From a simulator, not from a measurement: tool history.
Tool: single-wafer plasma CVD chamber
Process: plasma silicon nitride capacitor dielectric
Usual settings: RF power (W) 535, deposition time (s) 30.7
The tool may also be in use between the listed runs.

run	hour	RF power (W)	deposition time (s)	wafers since the last listed run	hours since the last RF generator calibration	hours since the showerhead was replaced	hours since the gauge calibration	read-back reference wafer on the same gauge, thickness_nm	mean film thickness on the monitor wafer (nm)
1	0	535	30.7	0	1713.7	7575.7	104.5	59.924	51.332
2	23.8	535	30.7	792	1737.5	7599.5	128.3	59.968	51.524
3	46.7	535	27	762	1760.4	7622.4	151.2	59.862	45.24
4	68.2	490	30.7	716	1781.9	7643.9	172.7	59.883	50.009
5	121.8	535	30.7	1785	1835.5	7697.5	226.3	59.901	51.391
6	150.4	535	30.7	952	1864.1	7726.1	254.9	59.843	51.537
7	171.2	535	30.7	692	1884.9	7746.9	275.7	59.951	51.471
8	183.7	535	30.7	416	1897.4	7759.4	288.2	59.909	51.456
9	197.4	535	30.7	456	1911.1	7773.1	301.9	59.868	51.272
10	221.7	535	30.7	809	1935.4	7797.4	326.2	59.892	51.565
11	250	535	30.7	942	1963.7	7825.7	354.5	59.885	51.267
12	276.8	535	30.7	892	1990.5	7852.5	381.3	59.932	51.378
13	297.6	595	33.9	692	2011.3	7873.3	402.1	59.92	58.637
14	315.3	595	33.9	589	2029	7891	419.8	59.896	58.496
15	338.3	535	27.5	766	2052	7914	442.8	59.918	45.989
16	357.2	535	27.5	629	2070.9	7932.9	461.7	59.946	45.817
17	385	480	34	925	2098.7	7960.7	489.5	59.912	54.843
18	405.5	535	30.7	682	2119.2	7981.2	510	59.911	51.163
# hour 426: RF generator calibrated
19	426.5	535	30.7	432	0.5	8002.2	531	59.908	52.515
# hour 428: gauge calibrated
20	446	580	36	649	20	8021.7	18	59.915	62.899
21	479.8	440	26.2	1125	53.8	8055.5	51.8	59.925	42.048
# hour 490.5: showerhead replaced
22	504.5	450	33.1	556	78.5	14	76.5	59.894	53.455
23	524.9	625	30.7	679	98.9	34.4	96.9	59.881	54.791
24	552.6	535	30.7	922	126.6	62.1	124.6	59.907	52.32

Run 25 comes next. What will it give?
25	635.7	465	30.7	2767	209.7	145.2	207.7	?	?

{"run 25": {"read-back reference wafer on the same gauge, thickness_nm": 59.912, "mean film thickness on the monitor wafer (nm)": 50.176}}
Without the tool's hidden state the same run would have given mean film thickness on the monitor wafer (nm) 50.349.
